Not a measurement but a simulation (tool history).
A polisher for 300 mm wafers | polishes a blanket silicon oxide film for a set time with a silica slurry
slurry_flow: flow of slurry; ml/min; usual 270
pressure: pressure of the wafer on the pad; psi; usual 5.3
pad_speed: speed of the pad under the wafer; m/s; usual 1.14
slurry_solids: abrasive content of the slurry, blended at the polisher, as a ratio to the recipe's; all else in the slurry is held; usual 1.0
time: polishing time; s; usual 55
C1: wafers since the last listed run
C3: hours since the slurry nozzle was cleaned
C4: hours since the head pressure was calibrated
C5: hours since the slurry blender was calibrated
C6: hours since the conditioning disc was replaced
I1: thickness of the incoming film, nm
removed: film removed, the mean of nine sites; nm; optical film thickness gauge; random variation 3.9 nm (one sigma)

run 1 hour=0.0 | slurry_flow=270 pressure=5.3 pad_speed=1.14 slurry_solids=1.0 time=55 | C1=0 wafers_polished_on_this_pad=957 C3=456.2 C4=45.8 C5=129.8 C6=403.9 | I1=1363.6 | removed=234.4
-- hour=69.6 slurry nozzle cleaned
run 2 hour=96.0 | slurry_flow=270 pressure=5.3 pad_speed=1.14 slurry_solids=1.0 time=55 | C1=1420 wafers_polished_on_this_pad=2378 C3=26.4 C4=141.8 C5=225.8 C6=499.9 | I1=1343.8 | removed=231.0
-- hour=110.4 slurry blender recalibrated
-- hour=159.4 worn pad replaced by a new one
-- hour=169.5 conditioning disc replaced and pad reconditioned
run 3 hour=180.1 | slurry_flow=270 pressure=5.3 pad_speed=0.86 slurry_solids=1.0 time=55 | C1=1137 wafers_polished_on_this_pad=279 C3=110.5 C4=225.9 C5=69.7 C6=10.6 | I1=1375.0 | removed=207.0
run 4 hour=221.4 | slurry_flow=345 pressure=5.3 pad_speed=1.14 slurry_solids=1.0 time=55 | C1=617 wafers_polished_on_this_pad=897 C3=151.8 C4=267.2 C5=111.0 C6=51.9 | I1=1370.9 | removed=245.5
run 5 hour=297.4 | slurry_flow=345 pressure=5.3 pad_speed=1.14 slurry_solids=1.0 time=55 | C1=1136 wafers_polished_on_this_pad=2033 C3=227.8 C4=343.2 C5=187.0 C6=127.9 | I1=1364.8 | removed=251.0
-- hour=336.8 slurry blender recalibrated
run 6 hour=402.5 | slurry_flow=270 pressure=5.3 pad_speed=1.14 slurry_solids=1.0 time=55 | C1=1541 wafers_polished_on_this_pad=3575 C3=332.9 C4=448.3 C5=65.7 C6=233.0 | I1=1357.6 | removed=259.3
-- hour=410.8 worn pad replaced by a new one
run 7 hour=455.2 | slurry_flow=270 pressure=5.3 pad_speed=1.14 slurry_solids=1.0 time=55 | C1=728 wafers_polished_on_this_pad=664 C3=385.6 C4=501.0 C5=118.4 C6=285.7 | I1=1385.3 | removed=248.5
-- hour=490.3 slurry nozzle cleaned
run 8 hour=501.0 | slurry_flow=270 pressure=5.3 pad_speed=1.14 slurry_solids=1.0 time=55 | C1=669 wafers_polished_on_this_pad=1334 C3=10.7 C4=546.8 C5=164.2 C6=331.5 | I1=1369.9 | removed=241.0
run 9 hour=561.2 | slurry_flow=270 pressure=6.8 pad_speed=0.74 slurry_solids=1.0 time=37 | C1=900 wafers_polished_on_this_pad=2234 C3=70.9 C4=607.0 C5=224.4 C6=391.7 | I1=1349.8 | removed=159.3
-- hour=577.5 slurry blender recalibrated
-- hour=636.5 worn pad replaced by a new one
run 10 hour=637.0 | slurry_flow=270 pressure=5.3 pad_speed=1.14 slurry_solids=1.1 time=41 | C1=1043 wafers_polished_on_this_pad=8 C3=146.7 C4=682.8 C5=59.5 C6=467.5 | I1=1376.0 | removed=206.8
-- hour=703.8 head pressure recalibrated
run 11 hour=733.0 | slurry_flow=270 pressure=5.8 pad_speed=1.28 slurry_solids=1.0 time=64 | C1=1405 wafers_polished_on_this_pad=1413 C3=242.7 C4=29.2 C5=155.5 C6=563.5 | I1=1380.1 | removed=319.1
-- hour=760.3 conditioning disc replaced and pad reconditioned
-- hour=813.3 slurry blender recalibrated
run 12 hour=822.5 | slurry_flow=270 pressure=5.3 pad_speed=1.14 slurry_solids=1.0 time=55 | C1=1278 wafers_polished_on_this_pad=2692 C3=332.2 C4=118.7 C5=9.2 C6=62.2 | I1=1376.8 | removed=273.3
-- hour=870.7 worn pad replaced by a new one
run 13 hour=909.6 | slurry_flow=270 pressure=4.0 pad_speed=1.14 slurry_solids=1.2 time=46 | C1=1242 wafers_polished_on_this_pad=581 C3=419.3 C4=205.8 C5=96.3 C6=149.3 | I1=1339.7 | removed=172.1
-- hour=923.3 slurry nozzle cleaned
run 14 hour=1015.7 | slurry_flow=270 pressure=3.7 pad_speed=1.14 slurry_solids=1.0 time=55 | C1=1571 wafers_polished_on_this_pad=2153 C3=92.4 C4=311.9 C5=202.4 C6=255.4 | I1=1350.0 | removed=166.0
-- hour=1052.6 slurry blender recalibrated
run 15 hour=1053.1 | slurry_flow=330 pressure=5.3 pad_speed=1.32 slurry_solids=1.2 time=55 | C1=529 wafers_polished_on_this_pad=2682 C3=129.8 C4=349.3 C5=0.5 C6=292.8 | I1=1365.7 | removed=345.9
-- hour=1071.9 worn pad replaced by a new one
run 16 hour=1103.6 | slurry_flow=270 pressure=5.3 pad_speed=1.14 slurry_solids=1.0 time=55 | C1=695 wafers_polished_on_this_pad=474 C3=180.3 C4=399.8 C5=51.0 C6=343.3 | I1=1351.3 | removed=267.7

The same runs without the tool's hidden state, with the same run-to-run variation:
The hidden state here: removal rate lost through wear of the pad, %; slurry flow missing at the pad, %; deviation of the head's pressure from its setpoint, %; abrasive missing from the slurry, %; time polished since the conditioner stopped cutting, s.
run=1 removed=277.0
run=2 removed=278.8
run=3 removed=225.6
run=4 removed=276.6
run=5 removed=290.6
run=6 removed=274.8
run=7 removed=274.8
run=8 removed=271.6
run=9 removed=181.2
run=10 removed=211.3
run=11 removed=383.8
run=12 removed=273.6
run=13 removed=189.4
run=14 removed=192.8
run=15 removed=332.5
run=16 removed=280.2

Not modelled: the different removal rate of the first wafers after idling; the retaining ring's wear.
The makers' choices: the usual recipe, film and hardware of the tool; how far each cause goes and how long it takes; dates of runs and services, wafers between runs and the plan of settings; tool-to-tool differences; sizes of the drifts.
